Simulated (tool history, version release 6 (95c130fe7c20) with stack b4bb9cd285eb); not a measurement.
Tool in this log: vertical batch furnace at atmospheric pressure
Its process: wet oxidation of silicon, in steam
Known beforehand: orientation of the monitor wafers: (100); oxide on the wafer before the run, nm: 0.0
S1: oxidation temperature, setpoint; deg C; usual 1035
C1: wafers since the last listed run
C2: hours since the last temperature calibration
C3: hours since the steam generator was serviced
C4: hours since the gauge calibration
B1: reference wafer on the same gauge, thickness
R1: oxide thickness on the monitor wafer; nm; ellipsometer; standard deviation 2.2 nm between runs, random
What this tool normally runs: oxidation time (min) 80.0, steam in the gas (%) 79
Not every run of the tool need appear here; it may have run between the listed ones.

{"run": 1, "hour": 0.0, "S1": 1035, "oxidation time (min)": 80.0, "steam in the gas (%)": 79, "C1": 0, "C2": 2902.4, "C3": 2090.3, "C4": 901.9, "B1": 559.94, "R1": 548.55}
{"run": 2, "hour": 62.1, "S1": 1035, "oxidation time (min)": 80.0, "steam in the gas (%)": 79, "C1": 719, "C2": 2964.5, "C3": 2152.4, "C4": 964.0, "B1": 560.88, "R1": 549.96}
{"run": 3, "hour": 110.9, "S1": 1035, "oxidation time (min)": 80.0, "steam in the gas (%)": 79, "C1": 565, "C2": 3013.3, "C3": 2201.2, "C4": 1012.8, "B1": 560.43, "R1": 547.7}
{"run": 4, "hour": 153.2, "S1": 1035, "oxidation time (min)": 80.0, "steam in the gas (%)": 79, "C1": 490, "C2": 3055.6, "C3": 2243.5, "C4": 1055.1, "B1": 559.58, "R1": 551.69}
{"run": 5, "hour": 190.3, "S1": 1035, "oxidation time (min)": 80.0, "steam in the gas (%)": 79, "C1": 430, "C2": 3092.7, "C3": 2280.6, "C4": 1092.2, "B1": 560.6, "R1": 551.45}
{"run": 6, "hour": 241.5, "S1": 1035, "oxidation time (min)": 80.0, "steam in the gas (%)": 79, "C1": 593, "C2": 3143.9, "C3": 2331.8, "C4": 1143.4, "B1": 559.65, "R1": 546.93}
{"run": 7, "hour": 288.6, "S1": 1035, "oxidation time (min)": 91.5, "steam in the gas (%)": 83, "C1": 546, "C2": 3191.0, "C3": 2378.9, "C4": 1190.5, "B1": 560.17, "R1": 614.66}
{"run": 8, "hour": 330.6, "S1": 1035, "oxidation time (min)": 80.0, "steam in the gas (%)": 79, "C1": 486, "C2": 3233.0, "C3": 2420.9, "C4": 1232.5, "B1": 560.0, "R1": 549.65}
{"run": 9, "hour": 393.4, "S1": 1035, "oxidation time (min)": 80.0, "steam in the gas (%)": 79, "C1": 728, "C2": 3295.8, "C3": 2483.7, "C4": 1295.3, "B1": 559.34, "R1": 546.5}
{"run": 10, "hour": 427.6, "S1": 1042, "oxidation time (min)": 80.0, "steam in the gas (%)": 79, "C1": 396, "C2": 3330.0, "C3": 2517.9, "C4": 1329.5, "B1": 560.29, "R1": 567.62}
{"run": 11, "hour": 605.9, "S1": 1042, "oxidation time (min)": 80.0, "steam in the gas (%)": 79, "C1": 2066, "C2": 3508.3, "C3": 2696.2, "C4": 1507.8, "B1": 560.05, "R1": 568.89}
{"run": 12, "hour": 644.3, "S1": 1035, "oxidation time (min)": 80.0, "steam in the gas (%)": 79, "C1": 445, "C2": 3546.7, "C3": 2734.6, "C4": 1546.2, "B1": 560.17, "R1": 543.79}
{"hour": 687.5, "done": "thermocouples replaced and temperature profile calibrated"}
{"run": 13, "hour": 688.0, "S1": 1017, "oxidation time (min)": 45.5, "steam in the gas (%)": 79, "C1": 228, "C2": 0.5, "C3": 2778.3, "C4": 1589.9, "B1": 560.41, "R1": 336.6}
{"run": 14, "hour": 716.5, "S1": 1035, "oxidation time (min)": 80.0, "steam in the gas (%)": 79, "C1": 330, "C2": 29.0, "C3": 2806.8, "C4": 1618.4, "B1": 559.45, "R1": 545.24}
{"run": 15, "hour": 765.9, "S1": 1025, "oxidation time (min)": 104.5, "steam in the gas (%)": 79, "C1": 572, "C2": 78.4, "C3": 2856.2, "C4": 1667.8, "B1": 559.48, "R1": 602.09}
{"hour": 810.2, "done": "gauge calibrated"}
{"run": 16, "hour": 820.4, "S1": 1035, "oxidation time (min)": 62.5, "steam in the gas (%)": 71, "C1": 631, "C2": 132.9, "C3": 2910.7, "C4": 10.2, "B1": 559.53, "R1": 430.21}
{"run": 17, "hour": 852.6, "S1": 1047, "oxidation time (min)": 107.0, "steam in the gas (%)": 75, "C1": 373, "C2": 165.1, "C3": 2942.9, "C4": 42.4, "B1": 560.36, "R1": 664.17}
{"run": 18, "hour": 917.7, "S1": 1046, "oxidation time (min)": 96.5, "steam in the gas (%)": 76, "C1": 754, "C2": 230.2, "C3": 3008.0, "C4": 107.5, "B1": 558.82, "R1": 625.31}
{"run": 19, "hour": 960.7, "S1": 1035, "oxidation time (min)": 80.0, "steam in the gas (%)": 79, "C1": 498, "C2": 273.2, "C3": 3051.0, "C4": 150.5, "B1": 560.05, "R1": 539.07}
{"hour": 1112.6, "done": "steam generator serviced"}
{"run": 20, "hour": 1170.8, "S1": 1035, "oxidation time (min)": 80.0, "steam in the gas (%)": 79, "C1": 2157, "C2": 483.3, "C3": 58.2, "C4": 360.6, "B1": 559.3, "R1": 556.17}
{"run": 21, "hour": 1232.8, "S1": 1035, "oxidation time (min)": 80.0, "steam in the gas (%)": 70, "C1": 718, "C2": 545.3, "C3": 120.2, "C4": 422.6, "B1": 560.57, "R1": 516.78}
{"run": 22, "hour": 1275.8, "S1": 1017, "oxidation time (min)": 45.5, "steam in the gas (%)": 79, "C1": 498, "C2": 588.3, "C3": 163.2, "C4": 465.6, "B1": 560.66, "R1": 344.2}
{"run": 23, "hour": 1335.0, "S1": 1035, "oxidation time (min)": 80.0, "steam in the gas (%)": 79, "C1": 686, "C2": 647.5, "C3": 222.4, "C4": 524.8, "B1": 559.88, "R1": 555.73}
{"run": 24, "hour": 1402.2, "S1": 1024, "oxidation time (min)": 49.0, "steam in the gas (%)": 89, "C1": 779, "C2": 714.7, "C3": 289.6, "C4": 592.0, "B1": 558.96, "R1": 412.16}

Alternative continuations, all from the tool just after run 24; predict every row:
{"run": "A", "hour": 1408.1, "S1": 1035, "oxidation time (min)": 80.0, "steam in the gas (%)": 79, "C1": 68, "C2": 720.6, "C3": 295.5, "C4": 597.9, "B1": "?", "R1": "?"}
{"run": "B", "hour": 1408.1, "S1": 1052, "oxidation time (min)": 107.0, "steam in the gas (%)": 69, "C1": 68, "C2": 720.6, "C3": 295.5, "C4": 597.9, "B1": "?", "R1": "?"}
{"run": "C", "hour": 1408.1, "S1": 1052, "oxidation time (min)": 94.5, "steam in the gas (%)": 88, "C1": 68, "C2": 720.6, "C3": 295.5, "C4": 597.9, "B1": "?", "R1": "?"}
{"run": "D", "hour": 1408.1, "S1": 1035, "oxidation time (min)": 62.5, "steam in the gas (%)": 70, "C1": 68, "C2": 720.6, "C3": 295.5, "C4": 597.9, "B1": "?", "R1": "?"}

run=A B1=558.95 R1=556.32
run=B B1=558.95 R1=667.50
run=C B1=558.95 R1=715.99
run=D B1=558.95 R1=441.00
What these runs would have given with no unlogged condition in the tool:
run=A R1=560.60
run=B R1=672.40
run=C R1=721.20
run=D R1=444.52

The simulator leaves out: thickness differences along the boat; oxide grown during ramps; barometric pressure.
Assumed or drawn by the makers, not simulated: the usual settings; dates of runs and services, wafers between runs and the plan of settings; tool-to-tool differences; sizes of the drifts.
